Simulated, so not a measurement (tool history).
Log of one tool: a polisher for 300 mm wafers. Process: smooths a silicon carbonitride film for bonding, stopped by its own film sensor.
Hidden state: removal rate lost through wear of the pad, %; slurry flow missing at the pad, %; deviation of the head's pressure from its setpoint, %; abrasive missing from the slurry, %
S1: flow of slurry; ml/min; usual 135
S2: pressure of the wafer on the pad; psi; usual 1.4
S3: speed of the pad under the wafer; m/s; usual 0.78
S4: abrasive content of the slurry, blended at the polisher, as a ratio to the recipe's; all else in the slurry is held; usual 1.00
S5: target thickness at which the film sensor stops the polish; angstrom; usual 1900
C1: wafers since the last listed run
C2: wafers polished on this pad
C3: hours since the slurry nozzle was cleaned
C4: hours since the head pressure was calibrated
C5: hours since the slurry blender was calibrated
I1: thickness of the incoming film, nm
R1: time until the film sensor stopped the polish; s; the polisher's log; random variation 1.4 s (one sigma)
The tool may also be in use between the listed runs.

run	hour	S1	S2	S3	S4	S5	C1	C2	C3	C4	C5	I1	R1
1	0.0	115	1.4	0.78	1.00	1900	0	772	395.8	955.4	155.5	206.8	124.3
2	14.4	115	1.4	0.78	1.00	1900	77	849	410.2	969.8	169.9	211.8	161.0
3	30.7	115	1.4	0.78	1.00	1900	87	937	426.5	986.1	186.2	209.3	148.0
4	37.6	135	1.4	0.78	1.00	1900	36	974	433.4	993.0	193.1	209.3	139.1
5	51.2	135	1.4	0.78	1.00	1900	72	1046	447.0	1006.6	206.7	208.8	135.9
6	67.8	135	1.4	0.78	1.00	1900	88	1135	463.6	1023.2	223.3	209.7	143.3
7	79.2	135	1.4	1.00	1.00	1900	61	1197	475.0	1034.6	234.7	211.5	128.0
# hour 86.6: worn pad replaced by a new one
8	87.5	135	1.4	1.00	1.00	1900	23	4	483.3	1042.9	243.0	209.8	118.6
# hour 123.5: head pressure recalibrated
9	138.6	135	1.4	1.00	1.00	1900	263	267	534.4	15.1	294.1	210.4	123.0
10	145.2	160	1.4	0.78	1.00	1900	35	303	541.0	21.7	300.7	211.1	146.5
11	153.1	135	1.4	0.90	1.30	1850	42	345	548.9	29.6	308.6	210.5	145.5
12	166.4	160	1.5	1.06	0.75	1900	71	416	562.2	42.9	321.9	210.8	133.7
13	181.6	135	1.4	0.78	1.00	1900	81	498	577.4	58.1	337.1	207.7	134.2
14	199.4	115	1.4	0.78	1.00	1880	95	593	595.2	75.9	354.9	212.4	188.7
15	208.8	105	1.4	0.78	1.10	1870	50	644	604.6	85.3	364.3	211.1	182.1
16	216.9	175	1.2	0.86	1.00	1900	43	687	612.7	93.4	372.4	209.8	147.5
17	232.9	135	1.4	0.78	0.75	1900	85	773	628.7	109.4	388.4	214.7	228.7
18	244.6	135	1.6	0.60	1.00	1950	62	836	640.4	121.1	400.1	210.9	123.9
19	256.9	135	1.4	0.78	1.00	1900	65	902	652.7	133.4	412.4	207.9	135.2
20	272.3	105	1.2	0.88	1.00	1900	82	984	668.1	148.8	427.8	210.8	183.1
# hour 281.7: slurry blender recalibrated
21	288.8	135	1.4	0.78	1.10	1950	77	1062	684.6	165.3	7.1	208.7	91.8
# hour 291.3: slurry nozzle cleaned
22	296.2	155	1.4	0.62	1.00	1960	34	1096	4.9	172.7	14.5	208.9	98.1
# hour 332.2: worn pad replaced by a new one
23	335.0	135	1.6	0.78	1.00	1900	186	14	43.7	211.5	53.3	205.5	88.1
24	344.2	135	1.8	0.78	1.00	1850	49	64	52.9	220.7	62.5	209.5	124.4
25	356.1	170	1.4	0.78	1.00	1900	63	128	64.8	232.6	74.4	208.9	117.7
26	366.9	135	1.4	0.78	1.00	1900	57	185	75.6	243.4	85.2	208.3	120.2
27	383.5	135	1.4	1.00	1.00	1900	88	274	92.2	260.0	101.8	211.8	122.1
28	394.3	135	1.4	0.78	1.00	1900	57	332	103.0	270.8	112.6	208.6	125.9
29	406.3	135	1.4	0.78	1.00	1900	64	397	115.0	282.8	124.6	206.6	110.3
30	417.2	90	1.4	0.98	1.00	1900	58	455	125.9	293.7	135.5	209.4	126.9
31	430.7	135	1.4	0.78	1.15	1900	72	527	139.4	307.2	149.0	210.5	129.2

Hidden state at the last listed run before each entry between runs and at the first one after, where it differs:
Between runs 7 and 8: worn pad replaced by a new one (hour 86.6)
  slurry flow missing at the pad, %: 31.4 -> 31.5; abrasive missing from the slurry, %: 4.67 -> 4.82
  measured less the result without the state, R1: +15.5 -> +14.5 s
Between runs 8 and 9: head pressure recalibrated (hour 123.5)
  slurry flow missing at the pad, %: 31.5 -> 32.1; abrasive missing from the slurry, %: 4.82 -> 5.71
  measured less the result without the state, R1: +14.5 -> +16.0 s
Between runs 20 and 21: slurry blender recalibrated (hour 281.7)
  slurry flow missing at the pad, %: 33.1 -> 33.2; abrasive missing from the slurry, %: 8.04 -> 0.733
  measured less the result without the state, R1: +31.8 -> +9.7 s
Between runs 21 and 22: slurry nozzle cleaned (hour 291.3)
  slurry flow missing at the pad, %: 33.2 -> 1.63; abrasive missing from the slurry, %: 0.733 -> 0.862
  measured less the result without the state, R1: +9.7 -> +0.8 s
Between runs 22 and 23: worn pad replaced by a new one (hour 332.2)
  slurry flow missing at the pad, %: 1.63 -> 6.84; abrasive missing from the slurry, %: 0.862 -> 1.54
  measured less the result without the state, R1: +0.8 -> +2.2 s

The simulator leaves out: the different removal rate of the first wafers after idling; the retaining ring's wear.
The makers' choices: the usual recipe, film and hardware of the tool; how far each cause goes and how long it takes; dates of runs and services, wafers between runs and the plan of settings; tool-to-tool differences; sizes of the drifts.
